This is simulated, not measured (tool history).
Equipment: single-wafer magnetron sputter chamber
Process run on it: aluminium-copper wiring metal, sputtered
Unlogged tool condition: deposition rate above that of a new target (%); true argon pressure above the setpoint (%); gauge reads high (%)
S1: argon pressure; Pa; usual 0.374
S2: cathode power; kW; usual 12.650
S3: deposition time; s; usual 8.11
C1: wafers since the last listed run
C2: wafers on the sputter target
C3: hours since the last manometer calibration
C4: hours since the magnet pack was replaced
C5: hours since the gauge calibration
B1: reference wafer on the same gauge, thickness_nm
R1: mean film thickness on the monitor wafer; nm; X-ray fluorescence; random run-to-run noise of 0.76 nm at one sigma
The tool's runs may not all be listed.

run     day     S1      S2    S3    C1    C2     C3      C4      C5       B1       R1
  1   0.000  0.266  12.650  7.46     0   140    0.5  9887.6  1115.1  159.719  171.698
  2   0.667  0.465  10.300  8.11   502   642   16.5  9903.6  1131.1  159.776  135.640
      1.596  -- magnet pack replaced
  3   2.458  0.465  10.300  8.11  1098  1740   59.5    20.7  1174.1  160.241  136.385
  4   5.275  0.465  10.300  8.11  2121  3861  127.1    88.3  1241.7  160.529  136.341
  5   6.217  0.374  13.300  9.20   709  4571  149.7   110.9  1264.3  160.638  210.476
  6   7.658  0.374  12.650  8.49  1085  5656  184.3   145.5  1298.9  160.962  185.154
      8.512  -- sputter target and shields replaced
  7   8.533  0.374  12.650  8.49   407    15  205.3   166.5  1319.9  160.940  186.608
  8   9.088  0.374  12.650  8.11   417   432  218.6   179.8  1333.2  161.282  177.545
  9   9.617  0.374  12.650  8.11   398   831  231.3   192.5  1345.9  161.286  175.931
     10.321  -- gauge calibrated
 10  10.858  0.489  12.650  8.11   935  1766  261.1   222.3    12.9  155.324  160.180
 11  11.417  0.335  12.650  8.11   420  2187  274.5   235.7    26.3  155.303  174.202
 12  12.267  0.301  12.650  8.11   640  2827  294.9   256.1    46.7  155.326  177.482
 13  13.217  0.374  12.650  8.11   715  3542  317.7   278.9    69.5  155.461  170.929
 14  14.475  0.374  12.650  8.88   947  4490  347.9   309.1    99.7  155.305  187.417
 15  15.708  0.374   9.650  8.55   928  5419  377.5   338.7   129.3  155.305  137.616
 16  17.092  0.497  14.600  8.11  1041  6461  410.7   371.9   162.5  155.737  184.006
 17  18.588  0.285  13.850  9.18  1126  7587  446.6   407.8   198.4  155.431  224.937
     19.454  -- sputter target and shields replaced
 18  19.871  0.374  12.650  8.11   715   314  477.4   438.6   229.2  155.411  169.912
 19  20.867  0.492  10.400  9.27   750  1064  501.3   462.5   253.1  155.803  150.042
 20  22.233  0.498  12.650  8.11  1029  2094  534.1   495.3   285.9  155.549  159.177
 21  23.175  0.484  10.050  7.01   709  2803  556.7   517.9   308.5  155.765  109.819
 22  24.183  0.432  14.450  9.23   759  3562  580.9   542.1   332.7  155.603  215.738
 23  24.796  0.417  15.250  7.33   461  4024  595.6   556.8   347.4  155.836  181.345
 24  25.775  0.374  12.650  9.06   737  4761  619.1   580.3   370.9  155.772  192.896
 25  26.283  0.297  14.550  8.11   382  5144  631.3   592.5   383.1  155.580  204.460
 26  26.950  0.254  12.650  8.11   502  5646  647.3   608.5   399.1  155.778  184.164
 27  28.142  0.300  13.950  9.27   897  6543  675.9   637.1   427.7  155.952  226.596
 28  28.667  0.448  15.500  9.01   395  6939  688.5   649.7   440.3  156.004  224.836
 29  30.004  0.374  13.850  9.66  1007  7946  720.6   681.8   472.4  155.927  224.008
     30.350  -- sputter target and shields replaced
 30  30.712  0.374  12.650  8.11   282   274  737.6   698.8   489.4  155.973  171.992
 31  31.350  0.374  12.650  8.11   480   754  752.9   714.1   504.7  156.083  169.951
 32  32.842  0.374  12.650  8.11  1123  1877  788.7   749.9   540.5  156.457  172.752
 33  33.638  0.235  10.050  7.25   599  2477  807.8   769.0   559.6  156.092  132.142

5 options for the next run, each taken on its own from the tool as it stands now. Forecast them:
  A  33.654  0.374  12.650  8.11  12  2489  808.2  769.4  560.0   ?   ?
  B  33.654  0.333  11.200  9.53  12  2489  808.2  769.4  560.0   ?   ?
  C  33.654  0.518  15.400  8.83  12  2489  808.2  769.4  560.0   ?   ?
  D  33.654  0.374  10.100  7.49  12  2489  808.2  769.4  560.0   ?   ?
  E  33.654  0.374  15.500  8.11  12  2489  808.2  769.4  560.0   ?   ?

run       B1       R1
  A  156.457  171.938
  B  156.457  183.149
  C  156.457  210.145
  D  156.457  126.783
  E  156.457  210.674
Stripped of hidden state, with their random variation kept, the same runs would have yielded:
run       R1
  A  171.604
  B  182.794
  C  209.738
  D  126.538
  E  210.266
